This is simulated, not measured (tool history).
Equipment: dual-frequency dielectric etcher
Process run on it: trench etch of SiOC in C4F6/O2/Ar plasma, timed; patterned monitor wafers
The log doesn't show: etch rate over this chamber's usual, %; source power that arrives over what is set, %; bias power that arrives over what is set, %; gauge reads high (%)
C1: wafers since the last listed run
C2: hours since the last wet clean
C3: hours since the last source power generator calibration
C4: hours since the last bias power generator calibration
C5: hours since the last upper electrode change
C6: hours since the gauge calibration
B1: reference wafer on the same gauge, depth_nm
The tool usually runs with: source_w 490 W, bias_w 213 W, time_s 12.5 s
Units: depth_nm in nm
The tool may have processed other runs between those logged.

run 1 hour=0.0 | source_w=490 bias_w=213 time_s=12.5 | C1=0 C2=371.6 C3=3536.6 C4=3467.3 C5=5226.3 C6=1460.9 | B1=26.73 | depth_nm=31.93
run 2 hour=55.1 | source_w=490 bias_w=213 time_s=12.5 | C1=740 C2=426.7 C3=3591.7 C4=3522.4 C5=5281.4 C6=1516.0 | B1=26.71 | depth_nm=32.05
run 3 hour=86.6 | source_w=490 bias_w=213 time_s=15.5 | C1=423 C2=458.2 C3=3623.2 C4=3553.9 C5=5312.9 C6=1547.5 | B1=26.73 | depth_nm=39.91
run 4 hour=131.0 | source_w=490 bias_w=213 time_s=15.5 | C1=596 C2=502.6 C3=3667.6 C4=3598.3 C5=5357.3 C6=1591.9 | B1=26.71 | depth_nm=39.78
-- hour=149.5 gauge calibrated
run 5 hour=169.2 | source_w=490 bias_w=213 time_s=12.5 | C1=513 C2=540.8 C3=3705.8 C4=3636.5 C5=5395.5 C6=19.7 | B1=27.32 | depth_nm=32.66
-- hour=206.0 source power generator calibrated
-- hour=253.8 wet clean of the chamber
run 6 hour=254.3 | source_w=490 bias_w=213 time_s=12.5 | C1=767 C2=0.5 C3=48.3 C4=3721.6 C5=5480.6 C6=104.8 | B1=27.19 | depth_nm=32.62
run 7 hour=282.9 | source_w=490 bias_w=213 time_s=12.5 | C1=384 C2=29.1 C3=76.9 C4=3750.2 C5=5509.2 C6=133.4 | B1=27.14 | depth_nm=32.60
run 8 hour=319.5 | source_w=490 bias_w=213 time_s=12.5 | C1=491 C2=65.7 C3=113.5 C4=3786.8 C5=5545.8 C6=170.0 | B1=27.11 | depth_nm=32.61
run 9 hour=364.4 | source_w=490 bias_w=213 time_s=12.5 | C1=603 C2=110.6 C3=158.4 C4=3831.7 C5=5590.7 C6=214.9 | B1=27.04 | depth_nm=32.64
run 10 hour=428.3 | source_w=490 bias_w=213 time_s=12.5 | C1=858 C2=174.5 C3=222.3 C4=3895.6 C5=5654.6 C6=278.8 | B1=26.97 | depth_nm=32.28
run 11 hour=454.2 | source_w=490 bias_w=213 time_s=12.5 | C1=348 C2=200.4 C3=248.2 C4=3921.5 C5=5680.5 C6=304.7 | B1=26.94 | depth_nm=32.34
-- hour=516.0 upper electrode replaced
run 12 hour=518.8 | source_w=490 bias_w=195 time_s=12.5 | C1=545 C2=265.0 C3=312.8 C4=3986.1 C5=2.8 C6=369.3 | B1=26.86 | depth_nm=31.16
run 13 hour=544.0 | source_w=380 bias_w=213 time_s=9.0 | C1=338 C2=290.2 C3=338.0 C4=4011.3 C5=28.0 C6=394.5 | B1=26.86 | depth_nm=20.59
run 14 hour=572.0 | source_w=590 bias_w=168 time_s=14.5 | C1=376 C2=318.2 C3=366.0 C4=4039.3 C5=56.0 C6=422.5 | B1=26.83 | depth_nm=37.07
run 15 hour=598.4 | source_w=560 bias_w=213 time_s=12.5 | C1=354 C2=344.6 C3=392.4 C4=4065.7 C5=82.4 C6=448.9 | B1=26.82 | depth_nm=34.21
run 16 hour=643.9 | source_w=540 bias_w=213 time_s=12.5 | C1=611 C2=390.1 C3=437.9 C4=4111.2 C5=127.9 C6=494.4 | B1=26.76 | depth_nm=33.59
run 17 hour=684.2 | source_w=490 bias_w=213 time_s=12.5 | C1=541 C2=430.4 C3=478.2 C4=4151.5 C5=168.2 C6=534.7 | B1=26.75 | depth_nm=32.15
run 18 hour=713.6 | source_w=490 bias_w=213 time_s=12.5 | C1=395 C2=459.8 C3=507.6 C4=4180.9 C5=197.6 C6=564.1 | B1=26.72 | depth_nm=32.07
-- hour=747.4 bias power generator calibrated
run 19 hour=751.8 | source_w=560 bias_w=169 time_s=16.5 | C1=459 C2=498.0 C3=545.8 C4=4.4 C5=235.8 C6=602.3 | B1=26.70 | depth_nm=41.24
-- hour=804.9 wet clean of the chamber
run 20 hour=821.9 | source_w=390 bias_w=251 time_s=12.5 | C1=619 C2=17.0 C3=615.9 C4=74.5 C5=305.9 C6=672.4 | B1=26.68 | depth_nm=30.67
run 21 hour=915.9 | source_w=530 bias_w=213 time_s=15.0 | C1=1263 C2=111.0 C3=709.9 C4=168.5 C5=399.9 C6=766.4 | B1=26.63 | depth_nm=39.69
run 22 hour=967.3 | source_w=490 bias_w=161 time_s=12.5 | C1=690 C2=162.4 C3=761.3 C4=219.9 C5=451.3 C6=817.8 | B1=26.61 | depth_nm=28.66
run 23 hour=1017.2 | source_w=590 bias_w=213 time_s=8.5 | C1=670 C2=212.3 C3=811.2 C4=269.8 C5=501.2 C6=867.7 | B1=26.58 | depth_nm=23.53
run 24 hour=1085.1 | source_w=490 bias_w=213 time_s=12.5 | C1=912 C2=280.2 C3=879.1 C4=337.7 C5=569.1 C6=935.6 | B1=26.57 | depth_nm=31.96
run 25 hour=1133.5 | source_w=490 bias_w=179 time_s=10.0 | C1=650 C2=328.6 C3=927.5 C4=386.1 C5=617.5 C6=984.0 | B1=26.55 | depth_nm=23.85
run 26 hour=1176.9 | source_w=490 bias_w=213 time_s=12.5 | C1=583 C2=372.0 C3=970.9 C4=429.5 C5=660.9 C6=1027.4 | B1=26.54 | depth_nm=31.95
run 27 hour=1226.4 | source_w=550 bias_w=190 time_s=11.0 | C1=665 C2=421.5 C3=1020.4 C4=479.0 C5=710.4 C6=1076.9 | B1=26.53 | depth_nm=28.20
run 28 hour=1259.4 | source_w=450 bias_w=253 time_s=10.0 | C1=443 C2=454.5 C3=1053.4 C4=512.0 C5=743.4 C6=1109.9 | B1=26.53 | depth_nm=26.20
-- hour=1288.5 wet clean of the chamber
run 29 hour=1289.0 | source_w=490 bias_w=169 time_s=12.5 | C1=75 C2=0.5 C3=1083.0 C4=541.6 C5=773.0 C6=1139.5 | B1=26.53 | depth_nm=29.18
run 30 hour=1418.0 | source_w=540 bias_w=191 time_s=10.0 | C1=1733 C2=129.5 C3=1212.0 C4=670.6 C5=902.0 C6=1268.5 | B1=26.49 | depth_nm=25.46

Hidden state or all else? Some run-to-run changes of depth_nm, split into what the settings, what came in and random variation would give without the hidden state, and what is left for the hidden state (with any gauge scatter that isn't in both results):
Run 4 -> 5: time_s 15.5 -> 12.5, gauge calibrated. depth_nm -7.12 nm: hidden state +0.93, all else -8.05.
Run 12 -> 13: source_w 490 -> 380, bias_w 195 -> 213, time_s 12.5 -> 9.0. depth_nm -10.57 nm: hidden state +0.19, all else -10.76.
Run 13 -> 14: source_w 380 -> 590, bias_w 213 -> 168, time_s 9.0 -> 14.5. depth_nm +16.48 nm: hidden state -0.37, all else +16.85.
Run 20 -> 21: source_w 390 -> 530, bias_w 251 -> 213, time_s 12.5 -> 15.0. depth_nm +9.02 nm: hidden state -0.31, all else +9.33.
Run 21 -> 22: source_w 530 -> 490, bias_w 213 -> 161, time_s 15.0 -> 12.5. depth_nm -11.03 nm: hidden state +0.29, all else -11.32.
